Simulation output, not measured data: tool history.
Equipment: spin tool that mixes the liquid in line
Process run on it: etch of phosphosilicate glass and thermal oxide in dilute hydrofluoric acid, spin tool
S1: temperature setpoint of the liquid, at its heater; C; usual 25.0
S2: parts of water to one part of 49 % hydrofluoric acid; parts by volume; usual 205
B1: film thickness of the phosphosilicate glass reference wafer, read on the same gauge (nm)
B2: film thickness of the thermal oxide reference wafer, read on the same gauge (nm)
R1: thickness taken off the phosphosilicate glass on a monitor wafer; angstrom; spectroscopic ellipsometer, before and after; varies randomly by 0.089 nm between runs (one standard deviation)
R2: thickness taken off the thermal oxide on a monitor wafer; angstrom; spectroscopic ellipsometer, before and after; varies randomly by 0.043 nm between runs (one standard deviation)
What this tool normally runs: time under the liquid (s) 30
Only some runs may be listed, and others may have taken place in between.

Run 1, day 0.000: usual settings; B1 99.99; B2 100.012. Result: R1 153.9 angstrom, R2 7.56 angstrom.
Run 2, day 2.367: usual settings but S1 22.5 C; B1 100.02; B2 99.999. Result: R1 140.6 angstrom, R2 7.13 angstrom.
Run 3, day 6.442: usual settings but S1 22.5 C; B1 100.00; B2 100.033. Result: R1 139.7 angstrom, R2 7.07 angstrom.
Run 4, day 9.492: usual settings but S1 21.5 C; B1 100.01; B2 99.996. Result: R1 135.2 angstrom, R2 6.08 angstrom.
Run 5, day 11.183: usual settings but S2 145 parts by volume; B1 100.03; B2 99.983. Result: R1 231.7 angstrom, R2 11.58 angstrom.
Run 6, day 13.592: usual settings but S2 145 parts by volume; B1 100.01; B2 99.983. Result: R1 235.6 angstrom, R2 11.23 angstrom.
Run 7, day 15.875: usual settings but S2 275 parts by volume; B1 100.00; B2 100.003. Result: R1 107.5 angstrom, R2 4.89 angstrom.
Run 8, day 17.888: usual settings; B1 99.96; B2 99.998. Result: R1 158.0 angstrom, R2 7.83 angstrom.
Run 9, day 20.654: usual settings but S1 30.0 C; B1 99.97; B2 100.015. Result: R1 186.2 angstrom, R2 8.39 angstrom.
At day 21.450: hydrofluoric acid flow meter replaced.
Run 10, day 24.308: usual settings but S1 23.0 C; B1 99.97; B2 99.998. Result: R1 139.7 angstrom, R2 5.79 angstrom.
Run 11, day 26.608: usual settings but S1 22.5 C, S2 145 parts by volume, time under the liquid (s) 35; B1 100.01; B2 100.033. Result: R1 239.9 angstrom, R2 10.73 angstrom.
Run 12, day 30.383: usual settings but S2 180 parts by volume, time under the liquid (s) 40; B1 100.00; B2 99.979. Result: R1 235.3 angstrom, R2 11.59 angstrom.
Run 13, day 34.117: usual settings but S2 135 parts by volume, time under the liquid (s) 40; B1 99.94; B2 99.995. Result: R1 328.9 angstrom, R2 15.41 angstrom.
At day 34.446: thermometer replaced.
Run 14, day 35.946: usual settings but S1 27.5 C, S2 285 parts by volume, time under the liquid (s) 50; B1 99.96; B2 100.023. Result: R1 182.3 angstrom, R2 8.64 angstrom.
Run 15, day 38.129: usual settings but S1 26.5 C, S2 235 parts by volume, time under the liquid (s) 45; B1 100.02; B2 99.979. Result: R1 202.3 angstrom, R2 10.66 angstrom.
Run 16, day 40.733: usual settings but S1 21.0 C; B1 100.07; B2 99.955. Result: R1 131.6 angstrom, R2 6.50 angstrom.
Run 17, day 43.158: usual settings but S1 23.5 C, S2 250 parts by volume, time under the liquid (s) 15; B1 100.00; B2 100.060. Result: R1 56.7 angstrom, R2 3.02 angstrom.
Run 18, day 46.200: usual settings but S1 20.5 C, S2 120 parts by volume, time under the liquid (s) 50; B1 99.99; B2 100.034. Result: R1 401.8 angstrom, R2 17.42 angstrom.
Run 19, day 50.433: usual settings; B1 99.97; B2 100.001. Result: R1 154.5 angstrom, R2 7.29 angstrom.
Run 20, day 54.283: usual settings but time under the liquid (s) 45; B1 100.05; B2 99.980. Result: R1 235.0 angstrom, R2 11.55 angstrom.
Run 21, day 55.888: usual settings; B1 100.04; B2 100.023. Result: R1 155.9 angstrom, R2 6.62 angstrom.
At day 58.567: hydrofluoric acid flow meter replaced.
Run 22, day 69.308: usual settings but S1 20.0 C; B1 100.00; B2 100.010. Result: R1 126.3 angstrom, R2 6.17 angstrom.
Run 23, day 72.779: usual settings but S2 145 parts by volume; B1 99.97; B2 100.001. Result: R1 228.0 angstrom, R2 11.25 angstrom.
Run 24, day 75.550: usual settings but S1 21.5 C; B1 100.02; B2 100.018. Result: R1 135.2 angstrom, R2 5.95 angstrom.
Run 25, day 77.071: usual settings but S1 26.5 C; B1 99.95; B2 99.991. Result: R1 162.6 angstrom, R2 7.32 angstrom.
Run 26, day 80.596: usual settings but S1 23.5 C, S2 260 parts by volume, time under the liquid (s) 45; B1 99.99; B2 100.004. Result: R1 163.0 angstrom, R2 8.00 angstrom.

Below, each run's measurement less what the same run would have read without the hidden state. Both values contain the same run-to-run variation, but the gauge's scatter may not be the same in both:
The hidden state here: liquid hotter than its thermometer reads (K); hydrofluoric acid flow above the setpoint (%); gauge reads high (%).
run     R1     R2
  1   +4.2  +0.21
  2   +4.2  +0.21
  3   +4.9  +0.25
  4   +5.3  +0.23
  5   +9.2  +0.46
  6  +10.0  +0.48
  7   +5.3  +0.24
  8   +7.9  +0.39
  9  +10.1  +0.45
 10   +0.6  +0.03
 11   +1.9  +0.08
 12   +3.0  +0.15
 13   +5.6  +0.26
 14   +4.0  +0.18
 15   +4.8  +0.25
 16   +3.4  +0.17
 17   +1.7  +0.09
 18  +12.5  +0.54
 19   +6.1  +0.28
 20  +10.3  +0.51
 21   +7.2  +0.30
 22   +2.2  +0.11
 23   +4.9  +0.25
 24   +3.5  +0.15
 25   +4.6  +0.20
 26   +5.4  +0.27
